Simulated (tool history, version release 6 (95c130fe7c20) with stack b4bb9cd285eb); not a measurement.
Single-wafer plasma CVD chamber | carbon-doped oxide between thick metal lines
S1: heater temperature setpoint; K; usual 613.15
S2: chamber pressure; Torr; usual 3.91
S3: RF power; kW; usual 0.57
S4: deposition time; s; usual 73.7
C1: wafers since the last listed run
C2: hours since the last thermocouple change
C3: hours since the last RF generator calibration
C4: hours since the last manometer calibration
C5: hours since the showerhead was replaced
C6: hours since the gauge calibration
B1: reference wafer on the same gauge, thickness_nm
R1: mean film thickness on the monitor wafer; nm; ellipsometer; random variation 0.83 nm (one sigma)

Run 1, hour 0: usual settings but S3 0.535 kW; C1 0; C2 1577.7; C3 1885.3; C4 1761.6; C5 7467.3; C6 176.9; B1 455.151. Result: R1 395.223 nm.
Run 2, hour 26.1: usual settings but S3 0.535 kW; C1 430; C2 1603.8; C3 1911.4; C4 1787.7; C5 7493.4; C6 203; B1 454.803. Result: R1 394.285 nm.
Run 3, hour 38.7: usual settings but S3 0.535 kW; C1 208; C2 1616.4; C3 1924; C4 1800.3; C5 7506; C6 215.6; B1 454.666. Result: R1 394.617 nm.
Run 4, hour 52: usual settings; C1 219; C2 1629.7; C3 1937.3; C4 1813.6; C5 7519.3; C6 228.9; B1 454.688. Result: R1 406.73 nm.
Run 5, hour 99.7: usual settings; C1 787; C2 1677.4; C3 1985; C4 1861.3; C5 7567; C6 276.6; B1 453.304. Result: R1 405.333 nm.
Run 6, hour 112.4: usual settings; C1 209; C2 1690.1; C3 1997.7; C4 1874; C5 7579.7; C6 289.3; B1 453.419. Result: R1 406.411 nm.
Run 7, hour 148.2: usual settings; C1 591; C2 1725.9; C3 2033.5; C4 1909.8; C5 7615.5; C6 325.1; B1 452.386. Result: R1 405.498 nm.
Run 8, hour 181.4: usual settings; C1 548; C2 1759.1; C3 2066.7; C4 1943; C5 7648.7; C6 358.3; B1 451.712. Result: R1 404.921 nm.
Run 9, hour 203: usual settings; C1 356; C2 1780.7; C3 2088.3; C4 1964.6; C5 7670.3; C6 379.9; B1 451.656. Result: R1 404.471 nm.
At hour 224.3: gauge calibrated.
At hour 238.1: RF generator calibrated.
Run 10, hour 238.6: usual settings; C1 455; C2 1816.3; C3 0.5; C4 2000.2; C5 7705.9; C6 14.3; B1 458.612. Result: R1 411.895 nm.
Run 11, hour 267.4: usual settings; C1 475; C2 1845.1; C3 29.3; C4 2029; C5 7734.7; C6 43.1; B1 458.182. Result: R1 409.945 nm.
Run 12, hour 284: usual settings but S2 3.42 Torr; C1 274; C2 1861.7; C3 45.9; C4 2045.6; C5 7751.3; C6 59.7; B1 457.865. Result: R1 401.827 nm.
At hour 294.4: showerhead replaced.
Run 13, hour 308.5: usual settings but S2 4.19 Torr, S3 0.465 kW; C1 272; C2 1886.2; C3 70.4; C4 2070.1; C5 14.1; C6 84.2; B1 457.532. Result: R1 371.638 nm.
Run 14, hour 327.2: usual settings but S2 3.34 Torr, S4 87.7 s; C1 308; C2 1904.9; C3 89.1; C4 2088.8; C5 32.8; C6 102.9; B1 456.932. Result: R1 476.819 nm.
At hour 344: capacitance manometer re-zeroed and calibrated.
Run 15, hour 344.5: usual settings but S1 600.15 K, S4 63.2 s; C1 153; C2 1922.2; C3 106.4; C4 0.5; C5 50.1; C6 120.2; B1 456.637. Result: R1 368.414 nm.
Run 16, hour 373.7: usual settings but S3 0.645 kW; C1 482; C2 1951.4; C3 135.6; C4 29.7; C5 79.3; C6 149.4; B1 456.429. Result: R1 437.279 nm.
Run 17, hour 402.6: usual settings but S2 4.31 Torr; C1 477; C2 1980.3; C3 164.5; C4 58.6; C5 108.2; C6 178.3; B1 455.749. Result: R1 414.329 nm.
Run 18, hour 435.6: usual settings but S1 600.15 K, S2 3.31 Torr, S3 0.625 kW, S4 60.8 s; C1 544; C2 2013.3; C3 197.5; C4 91.6; C5 141.2; C6 211.3; B1 455.203. Result: R1 362.643 nm.
At hour 447.3: thermocouple changed; heater temperature recalibrated.
Run 19, hour 463.9: usual settings; C1 335; C2 16.6; C3 225.8; C4 119.9; C5 169.5; C6 239.6; B1 454.361. Result: R1 408.338 nm.
Run 20, hour 498.8: usual settings but S1 618.15 K, S3 0.65 kW; C1 576; C2 51.5; C3 260.7; C4 154.8; C5 204.4; C6 274.5; B1 454.071. Result: R1 429.985 nm.
Run 21, hour 523.4: usual settings but S1 604.15 K, S2 4.45 Torr, S3 0.62 kW, S4 60 s; C1 406; C2 76.1; C3 285.3; C4 179.4; C5 229; C6 299.1; B1 453.338. Result: R1 366.106 nm.
Run 22, hour 547.4: usual settings but S3 0.535 kW; C1 396; C2 100.1; C3 309.3; C4 203.4; C5 253; C6 323.1; B1 453.011. Result: R1 393.218 nm.
Run 23, hour 579: usual settings but S2 3.13 Torr, S4 60.2 s; C1 521; C2 131.7; C3 340.9; C4 235; C5 284.6; C6 354.7; B1 452.439. Result: R1 322.182 nm.

How the hidden state differs across the entries between the runs, from the last listed run before each to the first after it:
Between runs 9 and 10: gauge calibrated (hour 224.3); RF generator calibrated (hour 238.1)
  gauge reads high (%): -1.4 -> 0.165
  measured less the result without the state, R1: -5.733 -> +0.678 nm
Between runs 12 and 13: showerhead replaced (hour 294.4)
  gauge reads high (%): -0.0168 -> -0.115
  measured less the result without the state, R1: -0.067 -> -0.427 nm
Between runs 14 and 15: capacitance manometer re-zeroed and calibrated (hour 344)
  gauge reads high (%): -0.19 -> -0.259
  measured less the result without the state, R1: -0.906 -> -0.956 nm
Between runs 18 and 19: thermocouple changed; heater temperature recalibrated (hour 447.3)
  gauge reads high (%): -0.623 -> -0.736
  measured less the result without the state, R1: -2.274 -> -3.029 nm
